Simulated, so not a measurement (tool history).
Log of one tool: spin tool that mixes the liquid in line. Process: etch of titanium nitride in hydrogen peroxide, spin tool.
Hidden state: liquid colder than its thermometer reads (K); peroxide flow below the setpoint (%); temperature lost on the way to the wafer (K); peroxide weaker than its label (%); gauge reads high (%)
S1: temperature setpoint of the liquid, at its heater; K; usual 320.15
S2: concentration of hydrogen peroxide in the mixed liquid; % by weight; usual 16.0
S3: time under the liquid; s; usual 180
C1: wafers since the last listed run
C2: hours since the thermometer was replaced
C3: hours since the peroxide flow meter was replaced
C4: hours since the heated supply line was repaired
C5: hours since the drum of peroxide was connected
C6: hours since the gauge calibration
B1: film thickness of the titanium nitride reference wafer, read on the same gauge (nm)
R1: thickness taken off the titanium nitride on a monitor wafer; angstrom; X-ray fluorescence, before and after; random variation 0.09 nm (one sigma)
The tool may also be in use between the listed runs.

run	day	S1	S2	S3	C1	C2	C3	C4	C5	C6	B1	R1
1	0.000	320.15	18.5	125	0	2059.7	1238.9	1094.1	141.0	482.5	79.98	81.7
2	3.567	320.15	16.0	180	645	2145.3	1324.5	1179.7	226.6	568.1	79.99	113.2
3	5.496	315.15	16.0	180	349	2191.6	1370.8	1226.0	272.9	614.4	80.02	77.4
4	7.396	315.15	16.0	180	343	2237.2	1416.4	1271.6	318.5	660.0	79.98	76.7
5	9.038	320.15	16.0	180	297	2276.6	1455.8	1311.0	357.9	699.4	80.00	112.6
6	12.221	320.15	16.0	180	576	2353.0	1532.2	1387.4	434.3	775.8	79.99	113.3
7	17.679	320.15	16.0	180	987	2484.0	1663.2	1518.4	565.3	906.8	80.00	113.6
8	19.488	320.15	16.0	180	327	2527.4	1706.6	1561.8	608.7	950.2	80.00	114.3
9	23.092	320.15	16.0	180	652	2613.9	1793.1	1648.3	695.2	1036.7	80.00	114.7
# day 23.575: heated supply line repaired
# day 24.225: new drum of peroxide connected
10	32.025	320.15	16.0	180	1601	2828.3	2007.5	202.8	187.2	1251.1	80.00	113.6
11	33.858	314.65	12.0	180	331	2872.3	2051.5	246.8	231.2	1295.1	80.02	71.7
# day 35.254: peroxide flow meter replaced
12	36.162	329.15	18.5	75	409	2927.6	21.8	302.1	286.5	1350.4	79.98	94.3
# day 36.875: thermometer replaced
13	40.412	325.15	16.0	180	761	84.9	123.8	404.1	388.5	1452.4	79.99	163.1
14	43.429	320.15	16.0	180	546	157.3	196.2	476.5	460.9	1524.8	80.02	114.6
15	47.029	325.65	13.5	265	651	243.7	282.6	562.9	547.3	1611.2	80.02	236.5
16	49.592	320.15	14.0	260	463	305.2	344.1	624.4	608.8	1672.7	80.01	160.6
# day 49.954: gauge calibrated
# day 50.262: new drum of peroxide connected
17	51.388	317.65	16.0	180	317	348.3	387.2	667.5	27.0	34.4	80.01	94.8
18	54.525	315.15	16.0	180	567	423.6	462.5	742.8	102.3	109.7	80.01	78.5
19	58.850	320.15	18.0	90	782	527.4	566.3	846.6	206.1	213.5	80.00	58.3
20	62.333	311.15	16.0	180	630	611.0	649.9	930.2	289.7	297.1	79.98	57.8
21	65.142	323.15	13.0	180	508	678.4	717.3	997.6	357.1	364.5	79.98	134.8
22	68.096	323.65	19.0	180	534	749.3	788.2	1068.5	428.0	435.4	80.00	150.3
23	69.746	324.65	20.5	75	298	788.9	827.8	1108.1	467.6	475.0	79.99	69.3
24	72.067	320.15	16.0	180	420	844.6	883.5	1163.8	523.3	530.7	79.97	113.4
25	75.088	313.15	14.0	180	546	917.1	956.0	1236.3	595.8	603.2	79.99	65.3
# day 76.371: new drum of peroxide connected
26	78.738	324.15	16.0	180	653	1004.7	1043.6	1323.9	56.8	690.8	79.98	150.8

What the log doesn't show, run by run:
liquid colder than its thermometer reads (K): 0 in every run
peroxide flow below the setpoint (%): 0 in every run
temperature lost on the way to the wafer (K): 0 in every run
peroxide weaker than its label (%): 0 in every run
gauge reads high (%): 0 in every run
